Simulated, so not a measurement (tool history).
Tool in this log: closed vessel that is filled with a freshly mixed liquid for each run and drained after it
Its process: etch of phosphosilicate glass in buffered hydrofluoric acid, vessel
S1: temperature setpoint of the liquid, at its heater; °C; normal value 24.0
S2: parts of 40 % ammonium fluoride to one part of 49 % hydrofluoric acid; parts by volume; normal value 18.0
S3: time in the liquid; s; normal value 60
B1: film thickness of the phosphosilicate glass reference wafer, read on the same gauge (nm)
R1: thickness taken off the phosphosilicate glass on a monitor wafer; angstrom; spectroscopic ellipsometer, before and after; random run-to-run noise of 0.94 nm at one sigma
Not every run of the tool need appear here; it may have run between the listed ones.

run,day,S1,S2,S3,B1,R1
1,0.000,24.0,18.0,60,139.97,1785.4
2,0.383,24.0,18.0,60,139.98,1778.4
3,0.838,24.0,18.0,60,140.00,1763.9
4,1.333,24.0,18.0,60,140.02,1772.5
5,1.696,24.0,18.0,60,139.98,1771.3
6,2.421,24.0,18.0,60,140.00,1768.7
7,4.325,24.0,18.0,60,139.99,1774.7
8,4.708,24.0,18.0,60,140.01,1773.2
9,5.192,24.0,18.0,60,139.97,1774.6
10,5.504,24.0,18.0,60,139.99,1771.4
# day 5.642: hydrofluoric acid flow meter replaced
11,6.246,24.0,14.0,60,139.98,2512.9
12,6.696,24.0,14.0,60,140.01,2517.6
13,7.262,24.0,18.0,60,140.03,1960.8
14,7.754,24.0,18.0,60,139.98,1960.5
15,8.054,22.5,18.0,50,140.01,1519.8
# day 8.179: thermometer replaced
# day 8.683: gauge calibrated
16,8.704,24.0,18.0,60,140.02,1971.5
17,9.258,24.0,18.0,60,139.99,1976.7
18,9.825,27.5,15.5,60,139.98,2741.4
19,10.312,27.0,24.0,30,140.00,927.4
20,10.983,24.0,18.0,60,140.01,1978.9
21,11.442,20.0,21.0,40,139.95,921.3
22,11.942,24.0,18.0,40,140.00,1319.7
23,12.433,19.0,24.5,40,140.00,777.1
24,12.775,24.0,18.0,60,140.01,1951.7
25,13.504,20.5,23.5,60,139.97,1309.3
26,13.950,20.0,24.0,60,140.00,1256.2
27,14.538,20.5,18.0,95,139.97,2556.7
28,14.804,24.0,18.0,60,140.02,1937.7

What if the next run were any one of these 5? Each begins from the tool's condition after run 28:
A,14.833,24.0,18.0,60,?,?
B,14.833,26.0,20.5,95,?,?
C,14.833,24.0,20.5,60,?,?
D,14.833,24.0,18.0,35,?,?
E,14.833,24.0,24.5,60,?,?

run,B1,R1
A,140.02,1956.1
B,140.02,3077.4
C,140.02,1743.2
D,140.02,1141.0
E,140.02,1541.9
What these runs would have given with no unlogged condition in the tool:
run,R1
A,1992.9
B,3117.6
C,1766.0
D,1162.5
E,1562.1
